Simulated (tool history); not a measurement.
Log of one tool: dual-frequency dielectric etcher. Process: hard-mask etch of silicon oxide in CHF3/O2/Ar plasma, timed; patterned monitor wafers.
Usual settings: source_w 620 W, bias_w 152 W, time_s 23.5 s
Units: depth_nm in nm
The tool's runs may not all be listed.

run    hour  source_w  bias_w  time_s  wafers since the last listed run  hours since the last wet clean  hours since the last source power generator calibration  hours since the last bias power generator calibration  hours since the last upper electrode change  hours since the gauge calibration  read-back reference wafer on the same gauge, depth_nm  depth_nm
  1     0.0       620     152    23.5                                 0                           306.7                                                   1600.8                                                 3749.1                                       2455.1                              251.9                                                  44.79     42.62
  2    77.8       620     152    23.5                              1179                           384.5                                                   1678.6                                                 3826.9                                       2532.9                              329.7                                                  44.82     42.59
  3   146.4       620     152    23.5                              1040                           453.1                                                   1747.2                                                 3895.5                                       2601.5                              398.3                                                  44.84     43.00
  4   224.2       620     152    19.0                              1179                           530.9                                                   1825.0                                                 3973.3                                       2679.3                              476.1                                                  44.82     34.74
      254.3  -- wet clean of the chamber
  5   281.6       620     152    19.0                               506                            27.3                                                   1882.4                                                 4030.7                                       2736.7                              533.5                                                  44.83     34.15
  6   372.5       620     152    23.5                              1378                           118.2                                                   1973.3                                                 4121.6                                       2827.6                              624.4                                                  44.77     42.28
  7   439.1       620     152    23.5                              1009                           184.8                                                   2039.9                                                 4188.2                                       2894.2                              691.0                                                  44.80     42.16
  8   482.1       620     163    20.5                               651                           227.8                                                   2082.9                                                 4231.2                                       2937.2                              734.0                                                  44.83     37.80
  9   582.1       620     160    23.5                              1516                           327.8                                                   2182.9                                                 4331.2                                       3037.2                              834.0                                                  44.80     43.00
      616.6  -- bias power generator calibrated
 10   638.6       620     160    23.5                               795                           384.3                                                   2239.4                                                   22.0                                       3093.7                              890.5                                                  44.78     43.15
      799.9  -- wet clean of the chamber
 11   829.2       620     160    23.5                              2525                            29.3                                                   2430.0                                                  212.6                                       3284.3                             1081.1                                                  44.79     42.71
 12   927.2       620     152    26.0                              1485                           127.3                                                   2528.0                                                  310.6                                       3382.3                             1179.1                                                  44.80     46.90
      977.5  -- source power generator calibrated
 13  1027.2       620     124    23.5                              1455                           227.3                                                     49.7                                                  410.6                                       3482.3                             1279.1                                                  44.82     41.18
     1075.9  -- upper electrode replaced
 14  1098.8       620     152    23.5                               721                           298.9                                                    121.3                                                  482.2                                         22.9                             1350.7                                                  44.80     42.97
     1099.6  -- gauge calibrated
 15  1171.4       660     180    19.5                              1100                           371.5                                                    193.9                                                  554.8                                         95.5                               71.8                                                  44.79     38.56
 16  1269.1       740     117    23.5                              1481                           469.2                                                    291.6                                                  652.5                                        193.2                              169.5                                                  44.81     43.97
     1303.8  -- wet clean of the chamber
 17  1315.3       620     152    23.5                               336                            11.5                                                    337.8                                                  698.7                                        239.4                              215.7                                                  44.81     42.69
 18  1368.0       620     152    21.5                               798                            64.2                                                    390.5                                                  751.4                                        292.1                              268.4                                                  44.80     38.84
 19  1463.4       620     152    23.5                              1446                           159.6                                                    485.9                                                  846.8                                        387.5                              363.8                                                  44.81     42.81
 20  1532.0       700     163    18.5                              1040                           228.2                                                    554.5                                                  915.4                                        456.1                              432.4                                                  44.84     36.17
 21  1580.2       620     173    17.0                               730                           276.4                                                    602.7                                                  963.6                                        504.3                              480.6                                                  44.80     32.02
 22  1673.4       510     152    23.5                              1412                           369.6                                                    695.9                                                 1056.8                                        597.5                              573.8                                                  44.80     39.19
 23  1722.8       690     167    23.5                               748                           419.0                                                    745.3                                                 1106.2                                        646.9                              623.2                                                  44.80     45.94
 24  1800.0       480     128    23.5                              1170                           496.2                                                    822.5                                                 1183.4                                        724.1                              700.4                                                  44.82     36.42

Forecast each of these 5 alternatives for the next run:
  A  1800.4       530     152    23.5                                 6                           496.6                                                    822.9                                                 1183.8                                        724.5                              700.8                                                      ?         ?
  B  1800.4       740     168    18.5                                 6                           496.6                                                    822.9                                                 1183.8                                        724.5                              700.8                                                      ?         ?
  C  1800.4       520     138    29.5                                 6                           496.6                                                    822.9                                                 1183.8                                        724.5                              700.8                                                      ?         ?
  D  1800.4       750     140    19.5                                 6                           496.6                                                    822.9                                                 1183.8                                        724.5                              700.8                                                      ?         ?
  E  1800.4       620     152    17.5                                 6                           496.6                                                    822.9                                                 1183.8                                        724.5                              700.8                                                      ?         ?

run  read-back reference wafer on the same gauge, depth_nm  depth_nm
  A                                                  44.78     40.06
  B                                                  44.78     37.63
  C                                                  44.78     48.60
  D                                                  44.78     38.07
  E                                                  44.78     32.04
Without the tool's hidden state the same runs would have given:
run  depth_nm
  A     40.16
  B     37.73
  C     48.74
  D     38.18
  E     32.13

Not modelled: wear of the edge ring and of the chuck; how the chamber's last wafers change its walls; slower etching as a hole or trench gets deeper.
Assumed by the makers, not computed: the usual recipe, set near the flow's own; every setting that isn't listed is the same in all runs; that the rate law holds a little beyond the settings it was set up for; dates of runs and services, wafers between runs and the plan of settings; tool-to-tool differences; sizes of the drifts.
